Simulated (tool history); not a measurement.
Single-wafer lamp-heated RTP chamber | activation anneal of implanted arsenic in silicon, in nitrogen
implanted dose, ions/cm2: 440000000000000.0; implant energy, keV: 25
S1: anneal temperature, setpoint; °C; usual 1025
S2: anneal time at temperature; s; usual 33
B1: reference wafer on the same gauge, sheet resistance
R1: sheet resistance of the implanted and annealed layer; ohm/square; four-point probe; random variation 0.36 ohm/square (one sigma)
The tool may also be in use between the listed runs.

{"run": 1, "hour": 0.0, "S1": 1018, "S2": 43, "B1": 271.13, "R1": 234.3}
{"hour": 76.9, "done": "pyrometer window cleaned and pyrometer calibrated"}
{"run": 2, "hour": 98.3, "S1": 1018, "S2": 43, "B1": 270.85, "R1": 234.18}
{"run": 3, "hour": 173.2, "S1": 1018, "S2": 43, "B1": 271.05, "R1": 233.64}
{"hour": 250.3, "done": "reflector plate cleaned"}
{"run": 4, "hour": 251.5, "S1": 1025, "S2": 33, "B1": 271.09, "R1": 236.1}
{"run": 5, "hour": 332.7, "S1": 1025, "S2": 27, "B1": 271.11, "R1": 236.81}
{"run": 6, "hour": 400.7, "S1": 1025, "S2": 27, "B1": 270.99, "R1": 236.18}
{"hour": 478.5, "done": "pyrometer window cleaned and pyrometer calibrated"}
{"run": 7, "hour": 482.9, "S1": 1025, "S2": 33, "B1": 271.06, "R1": 236.15}
{"run": 8, "hour": 552.8, "S1": 1025, "S2": 33, "B1": 270.91, "R1": 235.53}
{"hour": 649.2, "done": "reflector plate cleaned"}
{"hour": 794.4, "done": "gauge calibrated"}
{"run": 9, "hour": 816.0, "S1": 1017, "S2": 33, "B1": 271.04, "R1": 236.24}
{"hour": 849.6, "done": "pyrometer window cleaned and pyrometer calibrated"}
{"run": 10, "hour": 892.8, "S1": 1017, "S2": 33, "B1": 270.99, "R1": 237.45}
{"run": 11, "hour": 968.5, "S1": 1017, "S2": 33, "B1": 271.11, "R1": 236.96}
{"run": 12, "hour": 1011.3, "S1": 1018, "S2": 43, "B1": 271.19, "R1": 234.49}
{"run": 13, "hour": 1096.4, "S1": 1025, "S2": 17, "B1": 270.9, "R1": 239.3}
{"hour": 1147.9, "done": "reflector plate cleaned"}
{"run": 14, "hour": 1152.3, "S1": 1025, "S2": 48, "B1": 271.04, "R1": 232.37}
{"hour": 1196.2, "done": "pyrometer window cleaned and pyrometer calibrated"}
{"run": 15, "hour": 1196.7, "S1": 1025, "S2": 33, "B1": 270.97, "R1": 236.39}
{"run": 16, "hour": 1291.2, "S1": 1025, "S2": 49, "B1": 270.94, "R1": 233.33}
{"run": 17, "hour": 1378.5, "S1": 1053, "S2": 33, "B1": 270.94, "R1": 229.47}
{"run": 18, "hour": 1478.9, "S1": 1014, "S2": 25, "B1": 271.22, "R1": 237.82}
{"hour": 1533.4, "done": "pyrometer window cleaned and pyrometer calibrated"}
{"hour": 1553.2, "done": "reflector plate cleaned"}
{"run": 19, "hour": 1647.1, "S1": 1007, "S2": 51, "B1": 271.02, "R1": 235.81}
{"run": 20, "hour": 1749.7, "S1": 1010, "S2": 48, "B1": 270.84, "R1": 234.93}
{"run": 21, "hour": 1799.8, "S1": 1035, "S2": 43, "B1": 271.09, "R1": 230.9}
{"run": 22, "hour": 1899.3, "S1": 1014, "S2": 51, "B1": 271.09, "R1": 232.85}
{"hour": 1942.1, "done": "pyrometer window cleaned and pyrometer calibrated"}
{"run": 23, "hour": 1954.6, "S1": 1007, "S2": 24, "B1": 270.96, "R1": 240.48}

3 ways to go on from here, each from the tool as it stands after run 23. What would each give?
{"run": "A", "hour": 1955.0, "S1": 1025, "S2": 33, "B1": "?", "R1": "?"}
{"run": "B", "hour": 1955.0, "S1": 1006, "S2": 41, "B1": "?", "R1": "?"}
{"run": "C", "hour": 1955.0, "S1": 1003, "S2": 26, "B1": "?", "R1": "?"}

run=A B1=271.07 R1=235.63
run=B B1=271.07 R1=237.12
run=C B1=271.07 R1=240.14
Without the tool's hidden state the same runs would have given:
run=A R1=236.91
run=B R1=238.25
run=C R1=241.11

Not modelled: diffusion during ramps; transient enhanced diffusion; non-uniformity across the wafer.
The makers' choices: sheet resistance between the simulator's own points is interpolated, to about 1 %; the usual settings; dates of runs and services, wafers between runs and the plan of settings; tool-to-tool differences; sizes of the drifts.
